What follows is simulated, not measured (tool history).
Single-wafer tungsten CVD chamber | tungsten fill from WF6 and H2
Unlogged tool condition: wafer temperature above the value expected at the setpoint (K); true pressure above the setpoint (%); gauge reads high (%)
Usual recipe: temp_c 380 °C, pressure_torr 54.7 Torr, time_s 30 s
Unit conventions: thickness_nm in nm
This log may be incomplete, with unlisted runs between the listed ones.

run	day	temp_c	pressure_torr	time_s	wafers since the last listed run	hours since the last thermocouple change	hours since the last manometer calibration	hours since the showerhead was replaced	hours since the gauge calibration	read-back reference wafer on the same gauge, thickness_nm	thickness_nm
1	0	380	54.7	30	0	274.5	150.3	4783.7	2536.9	84.772	83.73
2	4.425	380	54.7	30	1528	380.7	256.5	4889.9	2643.1	84.796	84.596
3	7.108	380	54.7	30	926	445.1	320.9	4954.3	2707.5	84.793	84.621
4	11.558	380	54.7	30	1537	551.9	427.7	5061.1	2814.3	84.825	84.721
5	15.804	380	54.7	30	1466	653.8	529.6	5163	2916.2	84.819	84.85
6	20.788	380	54.7	30	1721	773.4	649.2	5282.6	3035.8	84.812	84.92
7	23.475	380	54.7	25.6	928	837.9	713.7	5347.1	3100.3	84.832	72.594
8	26.5	380	54.7	25.6	1044	910.5	786.3	5419.7	3172.9	84.824	72.472
9	28.988	380	54.7	25.6	859	970.2	846	5479.4	3232.6	84.773	72.475
# day 29.838: showerhead replaced
10	32.7	380	54.7	30	1167	1059.3	935.1	68.7	3321.7	84.851	85.655
# day 34.271: gauge calibrated
11	36.225	380	54.7	30	1217	1143.9	1019.7	153.3	46.9	84.795	85.397
12	38.975	380	54.7	30	949	1209.9	1085.7	219.3	112.9	84.768	85.711
# day 41.85: capacitance manometer re-zeroed and calibrated
13	42.871	380	54.7	25.4	1230	1303.4	24.5	312.8	206.4	84.801	71.053
14	45.896	380	54.7	32.1	1044	1376	97.1	385.4	279	84.86	89.899
15	54.929	380	54.7	32.1	3120	1592.8	313.9	602.2	495.8	84.808	90.657
16	57.808	384	41.1	34.1	994	1661.9	383	671.3	564.9	84.787	93.178
17	60.321	380	54.7	26	867	1722.2	443.3	731.6	625.2	84.814	73.621
18	63.762	380	54.7	30	1188	1804.8	525.9	814.2	707.8	84.801	85.312
19	66.117	380	54.7	25.6	813	1861.3	582.4	870.7	764.3	84.806	72.578
# day 69.058: thermocouple changed; heater temperature recalibrated
20	69.612	372	64.3	26.9	1092	13.3	666.3	954.6	848.2	84.823	67.862
21	71.242	380	54.7	30	562	52.4	705.4	993.7	887.3	84.83	85.08
22	73.721	375	50.2	33.2	856	111.9	764.9	1053.2	946.8	84.739	81.427
23	84.075	380	54.7	24.5	3576	360.4	1013.4	1301.7	1195.3	84.768	69.757
24	86.592	391	66.9	25.5	869	420.8	1073.8	1362.1	1255.7	84.802	101.351
# day 86.983: capacitance manometer re-zeroed and calibrated
25	88.371	376	54.7	26.8	499	463.5	33.3	1404.8	1298.4	84.8	67.973
26	90.742	380	54.7	30	818	520.4	90.2	1461.7	1355.3	84.815	83.79
27	93.829	385	44	30	1066	594.5	164.3	1535.8	1429.4	84.822	85.647
28	97.529	372	63.4	27.4	1278	683.3	253.1	1624.6	1518.2	84.805	68.22
29	101.567	386	54.7	26	1394	780.2	350	1721.5	1615.1	84.786	83.826
30	104.929	380	47.3	28.2	1161	860.9	430.7	1802.2	1695.8	84.799	74.88
31	109.312	374	60.2	30	1514	966.1	535.9	1907.4	1801	84.804	76.802
32	110.917	390	44.3	35.1	554	1004.6	574.4	1945.9	1839.5	84.748	113.697
33	114.833	394	54.7	30	1352	1098.6	668.4	2039.9	1933.5	84.765	116.56
34	116.621	375	49.6	28.4	617	1141.5	711.3	2082.8	1976.4	84.789	68.927

Measured minus without-hidden-state, run by run (identical run-to-run variation in each term; gauge scatter may differ):
run	thickness_nm
1	+0.599
2	+0.998
3	+1.188
4	+1.444
5	+1.632
6	+1.799
7	+1.598
8	+1.652
9	+1.692
10	+2.058
11	+2.096
12	+2.133
13	+0.188
14	+0.648
15	+1.51
16	+1.814
17	+1.489
18	+1.873
19	+1.665
20	+1.585
21	+2.099
22	+2.079
23	+1.901
24	+2.698
25	+0.102
26	+0.427
27	+0.794
28	+0.846
29	+1.35
30	+1.405
31	+1.575
32	+2.474
33	+2.632
34	+1.617
